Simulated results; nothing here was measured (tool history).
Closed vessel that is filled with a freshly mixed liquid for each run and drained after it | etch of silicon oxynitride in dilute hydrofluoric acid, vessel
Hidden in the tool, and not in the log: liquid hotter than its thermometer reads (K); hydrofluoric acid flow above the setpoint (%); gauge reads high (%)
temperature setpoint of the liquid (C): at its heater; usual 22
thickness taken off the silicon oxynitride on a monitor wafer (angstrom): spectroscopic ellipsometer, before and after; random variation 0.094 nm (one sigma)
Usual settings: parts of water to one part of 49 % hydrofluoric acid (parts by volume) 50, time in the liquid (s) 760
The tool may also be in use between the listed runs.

run	day	temperature setpoint of the liquid (C)	parts of water to one part of 49 % hydrofluoric acid (parts by volume)	time in the liquid (s)	wafers since the last listed run	hours since the thermometer was replaced	hours since the hydrofluoric acid flow meter was replaced	hours since the gauge calibration	read-back film thickness of the silicon oxynitride reference wafer, read on the same gauge (nm)	thickness taken off the silicon oxynitride on a monitor wafer (angstrom)
1	0	22	50	760	0	1083.6	667.8	152.8	69.99	261.1
2	0.546	22	50	760	1130	1096.7	680.9	165.9	70	262
3	2.025	22	50	760	3062	1132.2	716.4	201.4	70	261.9
4	3.146	22	50	760	2320	1159.1	743.3	228.3	69.98	263.7
5	3.85	22	50	515	1458	1176	760.2	245.2	70.03	178.2
6	4.979	22	50	515	2338	1203.1	787.3	272.3	69.99	178.3
7	5.542	22	50	760	1164	1216.6	800.8	285.8	69.99	262.5
# day 5.725: gauge calibrated
8	6.379	22	50	760	1734	1236.7	820.9	15.7	69.98	264
9	7.271	27	35	985	1846	1258.1	842.3	37.1	70.02	630.6
10	8.121	23.5	60	395	1760	1278.5	862.7	57.5	69.97	121.8
# day 9.362: thermometer replaced
11	9.421	22	55	1135	2605	1.4	893.9	88.7	70	317.5
# day 10.067: hydrofluoric acid flow meter replaced
12	10.088	22	50	760	1294	17.4	0.5	104.7	69.98	236.5
13	11.379	20.5	50	760	2674	48.4	31.5	135.7	69.99	220.1
14	12.604	17.5	60	435	2536	77.8	60.9	165.1	70.01	89.6
15	13.55	22	40	355	1958	100.5	83.6	187.8	70.03	139.7

Forecast each of these 4 alternatives for the next run:
A	13.588	22	50	760	77	101.4	84.5	188.7	?	?
B	13.588	22	60	760	77	101.4	84.5	188.7	?	?
C	13.588	26	30	760	77	101.4	84.5	188.7	?	?
D	13.588	22	35	760	77	101.4	84.5	188.7	?	?

run	read-back film thickness of the silicon oxynitride reference wafer, read on the same gauge (nm)	thickness taken off the silicon oxynitride on a monitor wafer (angstrom)
A	70.01	237.5
B	70.01	196.4
C	70.01	489
D	70.01	342.9
Without the tool's hidden state the same runs would have given:
run	thickness taken off the silicon oxynitride on a monitor wafer (angstrom)
A	234.4
B	193.9
C	482.8
D	338.5
